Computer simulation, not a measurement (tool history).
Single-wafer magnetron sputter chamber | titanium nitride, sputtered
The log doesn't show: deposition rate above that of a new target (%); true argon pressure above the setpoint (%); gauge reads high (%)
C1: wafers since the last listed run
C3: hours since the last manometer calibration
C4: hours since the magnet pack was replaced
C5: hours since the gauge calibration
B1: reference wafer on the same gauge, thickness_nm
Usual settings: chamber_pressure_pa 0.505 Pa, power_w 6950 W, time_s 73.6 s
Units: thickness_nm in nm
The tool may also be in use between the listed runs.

{"run": 1, "day": 0.0, "chamber_pressure_pa": 0.505, "power_w": 6950, "time_s": 73.6, "C1": 0, "wafers on the sputter target": 1685, "C3": 1981.1, "C4": 5076.0, "C5": 2375.0, "B1": 101.803, "thickness_nm": 87.59}
{"run": 2, "day": 2.071, "chamber_pressure_pa": 0.394, "power_w": 6950, "time_s": 73.6, "C1": 802, "wafers on the sputter target": 2487, "C3": 2030.8, "C4": 5125.7, "C5": 2424.7, "B1": 101.805, "thickness_nm": 92.386}
{"run": 3, "day": 5.146, "chamber_pressure_pa": 0.394, "power_w": 6950, "time_s": 73.6, "C1": 1191, "wafers on the sputter target": 3679, "C3": 2104.6, "C4": 5199.5, "C5": 2498.5, "B1": 101.79, "thickness_nm": 92.496}
{"run": 4, "day": 8.879, "chamber_pressure_pa": 0.58, "power_w": 6950, "time_s": 73.6, "C1": 1446, "wafers on the sputter target": 5126, "C3": 2194.2, "C4": 5289.1, "C5": 2588.1, "B1": 101.843, "thickness_nm": 84.66}
{"run": 5, "day": 13.371, "chamber_pressure_pa": 0.58, "power_w": 6950, "time_s": 73.6, "C1": 1740, "wafers on the sputter target": 6867, "C3": 2302.0, "C4": 5396.9, "C5": 2695.9, "B1": 101.797, "thickness_nm": 84.638}
{"run": 6, "day": 17.217, "chamber_pressure_pa": 0.505, "power_w": 6950, "time_s": 73.6, "C1": 1490, "wafers on the sputter target": 8358, "C3": 2394.3, "C4": 5489.2, "C5": 2788.2, "B1": 101.812, "thickness_nm": 87.95}
{"day": 19.592, "done": "magnet pack replaced"}
{"run": 7, "day": 20.775, "chamber_pressure_pa": 0.655, "power_w": 6950, "time_s": 73.6, "C1": 1249, "wafers on the sputter target": 9607, "C3": 2479.7, "C4": 28.4, "C5": 2873.6, "B1": 101.772, "thickness_nm": 81.889}
{"run": 8, "day": 24.129, "chamber_pressure_pa": 0.655, "power_w": 6950, "time_s": 73.6, "C1": 1300, "wafers on the sputter target": 10907, "C3": 2560.2, "C4": 108.9, "C5": 2954.1, "B1": 101.812, "thickness_nm": 81.336}
{"day": 27.408, "done": "gauge calibrated"}
{"run": 9, "day": 27.746, "chamber_pressure_pa": 0.505, "power_w": 6950, "time_s": 73.6, "C1": 1401, "wafers on the sputter target": 12309, "C3": 2647.0, "C4": 195.7, "C5": 8.1, "B1": 101.789, "thickness_nm": 87.654}
{"day": 30.346, "done": "sputter target and shields replaced"}
{"run": 10, "day": 31.65, "chamber_pressure_pa": 0.505, "power_w": 6950, "time_s": 73.6, "C1": 1383, "wafers on the sputter target": 505, "C3": 2740.7, "C4": 289.4, "C5": 101.8, "B1": 101.769, "thickness_nm": 88.06}
{"run": 11, "day": 35.058, "chamber_pressure_pa": 0.505, "power_w": 6950, "time_s": 73.6, "C1": 1321, "wafers on the sputter target": 1826, "C3": 2822.5, "C4": 371.2, "C5": 183.6, "B1": 101.837, "thickness_nm": 87.897}
{"run": 12, "day": 38.446, "chamber_pressure_pa": 0.505, "power_w": 6950, "time_s": 73.6, "C1": 1312, "wafers on the sputter target": 3139, "C3": 2903.8, "C4": 452.5, "C5": 264.9, "B1": 101.803, "thickness_nm": 87.458}
{"run": 13, "day": 42.025, "chamber_pressure_pa": 0.505, "power_w": 8000, "time_s": 79.0, "C1": 1387, "wafers on the sputter target": 4526, "C3": 2989.7, "C4": 538.4, "C5": 350.8, "B1": 101.793, "thickness_nm": 108.099}
{"day": 50.083, "done": "capacitance manometer re-zeroed and calibrated"}
{"run": 14, "day": 52.092, "chamber_pressure_pa": 0.654, "power_w": 5750, "time_s": 64.8, "C1": 3772, "wafers on the sputter target": 8299, "C3": 48.2, "C4": 780.0, "C5": 592.4, "B1": 101.818, "thickness_nm": 59.691}
{"run": 15, "day": 64.5, "chamber_pressure_pa": 0.505, "power_w": 6950, "time_s": 73.6, "C1": 4809, "wafers on the sputter target": 13108, "C3": 346.0, "C4": 1077.8, "C5": 890.2, "B1": 101.774, "thickness_nm": 87.896}
{"day": 66.729, "done": "sputter target and shields replaced"}
{"run": 16, "day": 68.154, "chamber_pressure_pa": 0.505, "power_w": 8150, "time_s": 73.6, "C1": 1287, "wafers on the sputter target": 552, "C3": 433.7, "C4": 1165.5, "C5": 977.9, "B1": 101.797, "thickness_nm": 102.463}
{"run": 17, "day": 72.388, "chamber_pressure_pa": 0.505, "power_w": 6300, "time_s": 85.0, "C1": 1640, "wafers on the sputter target": 2193, "C3": 535.3, "C4": 1267.1, "C5": 1079.5, "B1": 101.786, "thickness_nm": 91.52}
{"run": 18, "day": 76.067, "chamber_pressure_pa": 0.505, "power_w": 7450, "time_s": 73.6, "C1": 1425, "wafers on the sputter target": 3619, "C3": 623.6, "C4": 1355.4, "C5": 1167.8, "B1": 101.774, "thickness_nm": 94.001}
{"run": 19, "day": 80.317, "chamber_pressure_pa": 0.505, "power_w": 8700, "time_s": 66.2, "C1": 1647, "wafers on the sputter target": 5266, "C3": 725.6, "C4": 1457.4, "C5": 1269.8, "B1": 101.741, "thickness_nm": 98.712}
{"run": 20, "day": 82.817, "chamber_pressure_pa": 0.334, "power_w": 6950, "time_s": 73.6, "C1": 968, "wafers on the sputter target": 6235, "C3": 785.6, "C4": 1517.4, "C5": 1329.8, "B1": 101.807, "thickness_nm": 94.76}
{"run": 21, "day": 85.629, "chamber_pressure_pa": 0.505, "power_w": 6950, "time_s": 73.6, "C1": 1090, "wafers on the sputter target": 7325, "C3": 853.1, "C4": 1584.9, "C5": 1397.3, "B1": 101.781, "thickness_nm": 87.666}
{"run": 22, "day": 95.433, "chamber_pressure_pa": 0.334, "power_w": 6950, "time_s": 73.6, "C1": 3799, "wafers on the sputter target": 11125, "C3": 1088.4, "C4": 1820.2, "C5": 1632.6, "B1": 101.79, "thickness_nm": 95.212}
{"day": 97.725, "done": "sputter target and shields replaced"}
{"run": 23, "day": 98.408, "chamber_pressure_pa": 0.505, "power_w": 6500, "time_s": 86.3, "C1": 1023, "wafers on the sputter target": 265, "C3": 1159.8, "C4": 1891.6, "C5": 1704.0, "B1": 101.833, "thickness_nm": 96.153}
{"run": 24, "day": 100.067, "chamber_pressure_pa": 0.329, "power_w": 8650, "time_s": 83.5, "C1": 642, "wafers on the sputter target": 908, "C3": 1199.6, "C4": 1931.4, "C5": 1743.8, "B1": 101.785, "thickness_nm": 134.929}
{"run": 25, "day": 103.125, "chamber_pressure_pa": 0.505, "power_w": 8700, "time_s": 66.2, "C1": 1185, "wafers on the sputter target": 2093, "C3": 1273.0, "C4": 2004.8, "C5": 1817.2, "B1": 101.806, "thickness_nm": 98.793}
{"run": 26, "day": 105.483, "chamber_pressure_pa": 0.505, "power_w": 6950, "time_s": 73.6, "C1": 914, "wafers on the sputter target": 3007, "C3": 1329.6, "C4": 2061.4, "C5": 1873.8, "B1": 101.76, "thickness_nm": 87.576}
{"run": 27, "day": 115.546, "chamber_pressure_pa": 0.505, "power_w": 8250, "time_s": 73.6, "C1": 3900, "wafers on the sputter target": 6907, "C3": 1571.1, "C4": 2302.9, "C5": 2115.3, "B1": 101.763, "thickness_nm": 103.391}
{"run": 28, "day": 119.667, "chamber_pressure_pa": 0.505, "power_w": 6950, "time_s": 73.6, "C1": 1597, "wafers on the sputter target": 8504, "C3": 1670.0, "C4": 2401.8, "C5": 2214.2, "B1": 101.797, "thickness_nm": 87.423}
{"run": 29, "day": 123.221, "chamber_pressure_pa": 0.505, "power_w": 6950, "time_s": 73.6, "C1": 1377, "wafers on the sputter target": 9882, "C3": 1755.3, "C4": 2487.1, "C5": 2299.5, "B1": 101.806, "thickness_nm": 87.783}
{"run": 30, "day": 126.638, "chamber_pressure_pa": 0.505, "power_w": 6950, "time_s": 73.6, "C1": 1324, "wafers on the sputter target": 11206, "C3": 1837.3, "C4": 2569.1, "C5": 2381.5, "B1": 101.765, "thickness_nm": 87.501}
{"day": 128.333, "done": "sputter target and shields replaced"}
{"run": 31, "day": 129.492, "chamber_pressure_pa": 0.597, "power_w": 5450, "time_s": 83.7, "C1": 977, "wafers on the sputter target": 448, "C3": 1905.8, "C4": 2637.6, "C5": 2450.0, "B1": 101.763, "thickness_nm": 74.481}
{"run": 32, "day": 132.717, "chamber_pressure_pa": 0.324, "power_w": 6950, "time_s": 73.6, "C1": 1249, "wafers on the sputter target": 1698, "C3": 1983.2, "C4": 2715.0, "C5": 2527.4, "B1": 101.791, "thickness_nm": 95.569}
{"run": 33, "day": 135.375, "chamber_pressure_pa": 0.505, "power_w": 6950, "time_s": 73.6, "C1": 1030, "wafers on the sputter target": 2728, "C3": 2047.0, "C4": 2778.8, "C5": 2591.2, "B1": 101.823, "thickness_nm": 87.982}
{"run": 34, "day": 137.321, "chamber_pressure_pa": 0.617, "power_w": 6950, "time_s": 66.9, "C1": 754, "wafers on the sputter target": 3482, "C3": 2093.7, "C4": 2825.5, "C5": 2637.9, "B1": 101.843, "thickness_nm": 75.512}
{"run": 35, "day": 139.092, "chamber_pressure_pa": 0.505, "power_w": 7800, "time_s": 73.6, "C1": 686, "wafers on the sputter target": 4169, "C3": 2136.2, "C4": 2868.0, "C5": 2680.4, "B1": 101.815, "thickness_nm": 98.641}

Forecast each of these 3 alternatives for the next run:
{"run": "A", "day": 139.108, "chamber_pressure_pa": 0.505, "power_w": 6950, "time_s": 73.6, "C1": 6, "wafers on the sputter target": 4175, "C3": 2136.6, "C4": 2868.4, "C5": 2680.8, "B1": "?", "thickness_nm": "?"}
{"run": "B", "day": 139.108, "chamber_pressure_pa": 0.317, "power_w": 8400, "time_s": 73.6, "C1": 6, "wafers on the sputter target": 4175, "C3": 2136.6, "C4": 2868.4, "C5": 2680.8, "B1": "?", "thickness_nm": "?"}
{"run": "C", "day": 139.108, "chamber_pressure_pa": 0.559, "power_w": 8500, "time_s": 62.2, "C1": 6, "wafers on the sputter target": 4175, "C3": 2136.6, "C4": 2868.4, "C5": 2680.8, "B1": "?", "thickness_nm": "?"}

run=A B1=101.865 thickness_nm=87.989
run=B B1=101.865 thickness_nm=116.244
run=C B1=101.865 thickness_nm=88.697
Without the tool's hidden state the same runs would have given:
run=A thickness_nm=87.989
run=B thickness_nm=116.244
run=C thickness_nm=88.697
